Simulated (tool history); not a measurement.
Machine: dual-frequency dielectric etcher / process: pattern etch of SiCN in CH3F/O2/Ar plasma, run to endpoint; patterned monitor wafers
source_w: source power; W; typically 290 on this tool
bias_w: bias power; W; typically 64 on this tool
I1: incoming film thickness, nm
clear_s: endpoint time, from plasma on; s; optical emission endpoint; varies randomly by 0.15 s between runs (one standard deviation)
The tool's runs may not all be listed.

Run 1, hour 0.0: usual settings but bias_w 53 W; I1 7.91. Result: clear_s 27.4 s.
Run 2, hour 45.4: usual settings; I1 7.86. Result: clear_s 25.1 s.
Run 3, hour 99.3: usual settings; I1 7.85. Result: clear_s 24.9 s.
Run 4, hour 152.6: usual settings but source_w 320 W; I1 7.92. Result: clear_s 24.5 s.
Run 5, hour 195.1: usual settings but source_w 320 W; I1 7.90. Result: clear_s 24.5 s.
Run 6, hour 259.8: usual settings but source_w 320 W; I1 7.81. Result: clear_s 24.0 s.
At hour 320.5: wet clean of the chamber.
Run 7, hour 321.0: usual settings but bias_w 58 W; I1 7.92. Result: clear_s 25.5 s.
Run 8, hour 325.8: usual settings but source_w 280 W; I1 7.96. Result: clear_s 24.8 s.
Run 9, hour 370.3: usual settings but source_w 280 W; I1 7.93. Result: clear_s 24.5 s.
Run 10, hour 413.3: usual settings; I1 7.88. Result: clear_s 24.1 s.
Run 11, hour 473.6: usual settings but source_w 320 W; I1 7.81. Result: clear_s 23.4 s.
At hour 499.9: upper electrode replaced.
Run 12, hour 500.4: usual settings but source_w 360 W, bias_w 56 W; I1 7.93. Result: clear_s 24.3 s.
At hour 505.4: source power generator calibrated.
At hour 524.9: wet clean of the chamber, repeated, since the last time left the tool worse.
Run 13, hour 551.9: usual settings but source_w 260 W, bias_w 80 W; I1 7.99. Result: clear_s 24.7 s.
At hour 608.7: bias power generator calibrated.
Run 14, hour 609.2: usual settings but source_w 360 W, bias_w 72 W; I1 7.95. Result: clear_s 23.8 s.
Run 15, hour 677.6: usual settings but source_w 340 W; I1 7.82. Result: clear_s 24.1 s.
Run 16, hour 734.2: usual settings but source_w 320 W; I1 7.83. Result: clear_s 24.6 s.
Run 17, hour 772.2: usual settings but source_w 330 W, bias_w 53 W; I1 7.93. Result: clear_s 26.0 s.
Run 18, hour 834.1: usual settings; I1 7.86. Result: clear_s 25.0 s.
Run 19, hour 892.8: usual settings but source_w 280 W; I1 7.95. Result: clear_s 25.6 s.
At hour 1017.5: wet clean of the chamber.
Run 20, hour 1027.0: usual settings but source_w 270 W, bias_w 72 W; I1 7.87. Result: clear_s 25.1 s.
Run 21, hour 1085.0: usual settings but bias_w 54 W; I1 7.87. Result: clear_s 27.0 s.

Alternative continuations, all from the tool just after run 21; predict every row:
Run A, hour 1085.4: usual settings but source_w 270 W; I1 7.77. Result: clear_s ?.
Run B, hour 1085.4: usual settings but source_w 270 W, bias_w 73 W; I1 7.77. Result: clear_s ?.
Run C, hour 1085.4: usual settings but source_w 220 W, bias_w 73 W; I1 7.77. Result: clear_s ?.
Run D, hour 1085.4: usual settings but bias_w 70 W; I1 7.77. Result: clear_s ?.
Run E, hour 1085.4: usual settings but source_w 270 W, bias_w 52 W; I1 7.77. Result: clear_s ?.

run  clear_s
  A     26.1
  B     24.8
  C     25.9
  D     24.8
  E     28.1
The same runs, with their run-to-run variation unchanged, on a tool lacking any hidden condition would have given:
run  clear_s
  A     26.1
  B     24.8
  C     26.0
  D     24.8
  E     28.1
